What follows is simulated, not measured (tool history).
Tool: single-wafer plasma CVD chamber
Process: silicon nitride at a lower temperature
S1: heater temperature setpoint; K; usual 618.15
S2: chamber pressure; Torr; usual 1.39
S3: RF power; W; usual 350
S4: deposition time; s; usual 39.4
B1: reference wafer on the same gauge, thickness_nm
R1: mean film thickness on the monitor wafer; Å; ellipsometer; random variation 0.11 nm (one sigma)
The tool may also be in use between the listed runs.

| run | hour | S1 | S2 | S3 | S4 | B1 | R1 |
|---|---|---|---|---|---|---|---|
| 1 | 0.0 | 618.15 | 1.39 | 350 | 39.4 | 37.886 | 458.16 |
| 2 | 7.8 | 618.15 | 1.39 | 350 | 39.4 | 37.895 | 459.34 |
| 3 | 25.7 | 618.15 | 1.39 | 350 | 39.4 | 37.875 | 456.69 |
| 4 | 42.8 | 618.15 | 1.39 | 350 | 45.3 | 37.900 | 524.13 |
| 5 | 53.7 | 618.15 | 1.39 | 350 | 45.3 | 37.912 | 524.07 |
| 6 | 66.9 | 618.15 | 1.39 | 350 | 45.3 | 37.902 | 527.86 |
|  | 85.2 | thermocouple changed; heater temperature recalibrated |
| 7 | 85.7 | 615.15 | 1.39 | 350 | 39.4 | 37.885 | 458.03 |
| 8 | 96.7 | 629.15 | 1.39 | 350 | 39.4 | 37.912 | 455.03 |
|  | 98.2 | gauge calibrated |
| 9 | 107.9 | 618.15 | 1.39 | 325 | 39.4 | 37.899 | 434.98 |
| 10 | 124.4 | 630.15 | 1.39 | 385 | 42.2 | 37.899 | 521.32 |
| 11 | 130.4 | 606.15 | 1.39 | 350 | 39.4 | 37.883 | 458.43 |
|  | 142.8 | RF generator calibrated |
|  | 144.1 | showerhead replaced |
| 12 | 144.7 | 618.15 | 1.15 | 290 | 39.4 | 37.897 | 376.90 |
|  | 154.4 | capacitance manometer re-zeroed and calibrated |
| 13 | 159.3 | 618.15 | 1.39 | 295 | 39.4 | 37.882 | 403.54 |
| 14 | 174.2 | 618.15 | 1.50 | 350 | 39.4 | 37.911 | 467.10 |
| 15 | 190.9 | 622.15 | 1.48 | 395 | 39.4 | 37.899 | 507.06 |
| 16 | 203.5 | 627.15 | 1.17 | 350 | 33.7 | 37.887 | 370.58 |
| 17 | 213.3 | 618.15 | 1.39 | 350 | 39.4 | 37.870 | 457.26 |

The tool's hidden state at each run:
wafer temperature above the value expected at the setpoint (K): 0 in every run
delivered RF power above the setpoint (%): 0 in every run
true pressure above the setpoint (%): 0 in every run
gauge reads high (%): 0 in every run
